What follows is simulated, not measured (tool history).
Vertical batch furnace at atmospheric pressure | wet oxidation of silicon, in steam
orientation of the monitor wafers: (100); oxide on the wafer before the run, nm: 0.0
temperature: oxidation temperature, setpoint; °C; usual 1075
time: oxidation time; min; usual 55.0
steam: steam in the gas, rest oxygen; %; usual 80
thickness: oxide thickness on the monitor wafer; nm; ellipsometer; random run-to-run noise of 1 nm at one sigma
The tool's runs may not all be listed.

run   hour  temperature  time  steam  wafers since the last listed run  hours since the last temperature calibration  hours since the steam generator was serviced  hours since the gauge calibration  read-back reference wafer on the same gauge, thickness  thickness
  1    0.0         1075  47.5     80                                 0                                        2733.7                                        1878.9                              225.7                                                  565.61     470.77
      17.0  -- gauge calibrated
  2   26.8         1075  47.5     80                               389                                        2760.5                                        1905.7                                9.8                                                  565.76     472.05
  3   54.8         1075  47.5     80                               407                                        2788.5                                        1933.7                               37.8                                                  565.56     471.59
  4   81.6         1075  55.0     80                               389                                        2815.3                                        1960.5                               64.6                                                  565.93     512.96
  5  160.1         1075  55.0     80                              1141                                        2893.8                                        2039.0                              143.1                                                  566.13     514.48
     188.5  -- thermocouples replaced and temperature profile calibrated
  6  195.0         1075  55.0     80                               158                                           6.5                                        2073.9                              178.0                                                  565.80     513.91
  7  224.8         1075  55.0     80                               433                                          36.3                                        2103.7                              207.8                                                  565.39     513.36
  8  275.7         1075  44.0     88                               739                                          87.2                                        2154.6                              258.7                                                  566.03     476.96
  9  301.2         1064  40.5     83                               370                                         112.7                                        2180.1                              284.2                                                  565.61     414.17
     312.2  -- gauge calibrated
 10  318.7         1075  55.0     76                               254                                         130.2                                        2197.6                                6.5                                                  565.96     496.45
     351.1  -- steam generator serviced
 11  351.6         1075  55.0     87                               129                                         163.1                                           0.5                               39.4                                                  565.88     540.46
 12  357.7         1075  38.5     77                                88                                         169.2                                           6.6                               45.5                                                  565.79     404.91
 13  386.8         1075  31.5     80                               423                                         198.3                                          35.7                               74.6                                                  566.07     366.40
 14  464.1         1075  47.5     80                              1123                                         275.6                                         113.0                              151.9                                                  566.13     472.21
 15  485.7         1050  66.0     80                               314                                         297.2                                         134.6                              173.5                                                  565.39     504.49
 16  513.3         1075  28.0     80                               401                                         324.8                                         162.2                              201.1                                                  566.05     341.53

List, for all runs, the conditions of the tool that the log does not record:
true tube temperature minus thermocouple reading, K: 0 in every run
steam share off its setpoint, % of the setpoint: 0 in every run
gauge reads high (%): 0 in every run

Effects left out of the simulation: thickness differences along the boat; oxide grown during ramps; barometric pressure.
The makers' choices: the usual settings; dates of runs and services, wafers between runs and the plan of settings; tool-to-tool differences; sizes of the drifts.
